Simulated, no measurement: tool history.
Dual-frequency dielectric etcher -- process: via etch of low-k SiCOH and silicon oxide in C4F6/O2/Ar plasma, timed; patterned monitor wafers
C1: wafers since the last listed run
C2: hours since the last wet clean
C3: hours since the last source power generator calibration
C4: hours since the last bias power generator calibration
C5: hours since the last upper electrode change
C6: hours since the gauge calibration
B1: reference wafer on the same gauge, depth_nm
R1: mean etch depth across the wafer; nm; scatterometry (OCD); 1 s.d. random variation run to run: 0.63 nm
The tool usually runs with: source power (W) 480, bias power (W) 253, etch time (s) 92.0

Run 1, hour 0.0: usual settings; C1 0; C2 524.5; C3 4093.7; C4 3571.3; C5 4234.5; C6 1905.4; B1 256.7. Result: R1 303.3 nm.
At hour 39.6: gauge calibrated.
At hour 102.1: wet clean of the chamber.
Run 2, hour 102.6: usual settings; C1 1044; C2 0.5; C3 4196.3; C4 3673.9; C5 4337.1; C6 63.0; B1 257.0. Result: R1 302.5 nm.
Run 3, hour 138.2: usual settings but source power (W) 530, etch time (s) 83.0; C1 473; C2 36.1; C3 4231.9; C4 3709.5; C5 4372.7; C6 98.6; B1 257.2. Result: R1 286.0 nm.
Run 4, hour 243.3: usual settings; C1 1397; C2 141.2; C3 4337.0; C4 3814.6; C5 4477.8; C6 203.7; B1 256.9. Result: R1 303.7 nm.
At hour 271.4: upper electrode replaced.
Run 5, hour 343.8: usual settings; C1 1016; C2 241.7; C3 4437.5; C4 3915.1; C5 72.4; C6 304.2; B1 257.0. Result: R1 303.5 nm.
Run 6, hour 451.8: usual settings; C1 1435; C2 349.7; C3 4545.5; C4 4023.1; C5 180.4; C6 412.2; B1 257.1. Result: R1 304.0 nm.
Run 7, hour 537.8: usual settings but bias power (W) 270, etch time (s) 71.5; C1 1143; C2 435.7; C3 4631.5; C4 4109.1; C5 266.4; C6 498.2; B1 257.1. Result: R1 243.4 nm.
Run 8, hour 606.9: usual settings but source power (W) 510; C1 918; C2 504.8; C3 4700.6; C4 4178.2; C5 335.5; C6 567.3; B1 257.0. Result: R1 311.4 nm.
At hour 620.8: source power generator calibrated.
Run 9, hour 657.9: usual settings but source power (W) 440, bias power (W) 274, etch time (s) 71.0; C1 624; C2 555.8; C3 37.1; C4 4229.2; C5 386.5; C6 618.3; B1 257.4. Result: R1 233.4 nm.
At hour 686.7: wet clean of the chamber.
Run 10, hour 696.1: usual settings but source power (W) 550, bias power (W) 274, etch time (s) 80.0; C1 188; C2 9.4; C3 75.3; C4 4267.4; C5 424.7; C6 656.5; B1 257.1. Result: R1 289.8 nm.
Run 11, hour 761.8: usual settings; C1 873; C2 75.1; C3 141.0; C4 4333.1; C5 490.4; C6 722.2; B1 256.8. Result: R1 303.4 nm.
At hour 776.4: bias power generator calibrated.
Run 12, hour 801.9: usual settings but source power (W) 410, bias power (W) 283, etch time (s) 79.0; C1 479; C2 115.2; C3 181.1; C4 25.5; C5 530.5; C6 762.3; B1 256.8. Result: R1 256.0 nm.
Run 13, hour 875.7: usual settings but source power (W) 370, etch time (s) 64.5; C1 981; C2 189.0; C3 254.9; C4 99.3; C5 604.3; C6 836.1; B1 257.2. Result: R1 189.5 nm.
Run 14, hour 976.8: usual settings; C1 1343; C2 290.1; C3 356.0; C4 200.4; C5 705.4; C6 937.2; B1 257.0. Result: R1 303.5 nm.
Run 15, hour 1044.0: usual settings but source power (W) 570, bias power (W) 192, etch time (s) 118.5; C1 893; C2 357.3; C3 423.2; C4 267.6; C5 772.6; C6 1004.4; B1 256.9. Result: R1 370.5 nm.
Run 16, hour 1099.9: usual settings but bias power (W) 313, etch time (s) 78.0; C1 743; C2 413.2; C3 479.1; C4 323.5; C5 828.5; C6 1060.3; B1 257.3. Result: R1 283.5 nm.
Run 17, hour 1184.0: usual settings but source power (W) 400; C1 1117; C2 497.3; C3 563.2; C4 407.6; C5 912.6; C6 1144.4; B1 256.8. Result: R1 279.5 nm.
Run 18, hour 1266.5: usual settings but source power (W) 530, bias power (W) 289; C1 1096; C2 579.8; C3 645.7; C4 490.1; C5 995.1; C6 1226.9; B1 257.1. Result: R1 335.9 nm.
At hour 1344.7: wet clean of the chamber.
Run 19, hour 1345.2: usual settings but source power (W) 560, bias power (W) 295, etch time (s) 108.0; C1 727; C2 0.5; C3 724.4; C4 568.8; C5 1073.8; C6 1305.6; B1 256.7. Result: R1 410.0 nm.
Run 20, hour 1427.5: usual settings but source power (W) 390, etch time (s) 73.0; C1 1094; C2 82.8; C3 806.7; C4 651.1; C5 1156.1; C6 1387.9; B1 256.8. Result: R1 219.5 nm.
At hour 1664.3: gauge calibrated.
Run 21, hour 1743.4: usual settings but bias power (W) 308; C1 4199; C2 398.7; C3 1122.6; C4 967.0; C5 1472.0; C6 79.1; B1 257.0. Result: R1 331.7 nm.
Run 22, hour 1808.0: usual settings but bias power (W) 211, etch time (s) 115.5; C1 858; C2 463.3; C3 1187.2; C4 1031.6; C5 1536.6; C6 143.7; B1 257.1. Result: R1 350.0 nm.
Run 23, hour 1906.8: usual settings but source power (W) 530, bias power (W) 274, etch time (s) 78.5; C1 1313; C2 562.1; C3 1286.0; C4 1130.4; C5 1635.4; C6 242.5; B1 256.9. Result: R1 279.8 nm.
Run 24, hour 1956.2: usual settings but bias power (W) 200, etch time (s) 77.0; C1 656; C2 611.5; C3 1335.4; C4 1179.8; C5 1684.8; C6 291.9; B1 257.1. Result: R1 227.1 nm.
At hour 2027.2: wet clean of the chamber.
Run 25, hour 2027.7: usual settings; C1 631; C2 0.5; C3 1406.9; C4 1251.3; C5 1756.3; C6 363.4; B1 256.9. Result: R1 303.2 nm.
Run 26, hour 2072.4: usual settings but bias power (W) 314, etch time (s) 100.0; C1 594; C2 45.2; C3 1451.6; C4 1296.0; C5 1801.0; C6 408.1; B1 257.0. Result: R1 363.4 nm.
Run 27, hour 2150.2: usual settings; C1 1034; C2 123.0; C3 1529.4; C4 1373.8; C5 1878.8; C6 485.9; B1 257.1. Result: R1 302.6 nm.
Run 28, hour 2235.7: usual settings but source power (W) 410, bias power (W) 194, etch time (s) 115.0; C1 1136; C2 208.5; C3 1614.9; C4 1459.3; C5 1964.3; C6 571.4; B1 256.9. Result: R1 309.7 nm.

Below are 5 alternative next runs, each starting from the tool's condition after run 28. Predict each:
Run A, hour 2236.1: usual settings but source power (W) 520; C1 5; C2 208.9; C3 1615.3; C4 1459.7; C5 1964.7; C6 571.8; B1 ?. Result: R1 ?.
Run B, hour 2236.1: usual settings but source power (W) 440, bias power (W) 300, etch time (s) 100.5; C1 5; C2 208.9; C3 1615.3; C4 1459.7; C5 1964.7; C6 571.8; B1 ?. Result: R1 ?.
Run C, hour 2236.1: usual settings but source power (W) 360, bias power (W) 294, etch time (s) 75.5; C1 5; C2 208.9; C3 1615.3; C4 1459.7; C5 1964.7; C6 571.8; B1 ?. Result: R1 ?.
Run D, hour 2236.1: usual settings but source power (W) 590, bias power (W) 290, etch time (s) 71.5; C1 5; C2 208.9; C3 1615.3; C4 1459.7; C5 1964.7; C6 571.8; B1 ?. Result: R1 ?.
Run E, hour 2236.1: usual settings but bias power (W) 191; C1 5; C2 208.9; C3 1615.3; C4 1459.7; C5 1964.7; C6 571.8; B1 ?. Result: R1 ?.

run     B1     R1
  A  256.9  315.4
  B  256.9  346.4
  C  256.9  235.8
  D  256.9  275.4
  E  256.9  266.6
Had the tool no hidden state, the same runs would have come out as:
run     R1
  A  315.4
  B  346.4
  C  235.8
  D  275.4
  E  266.6
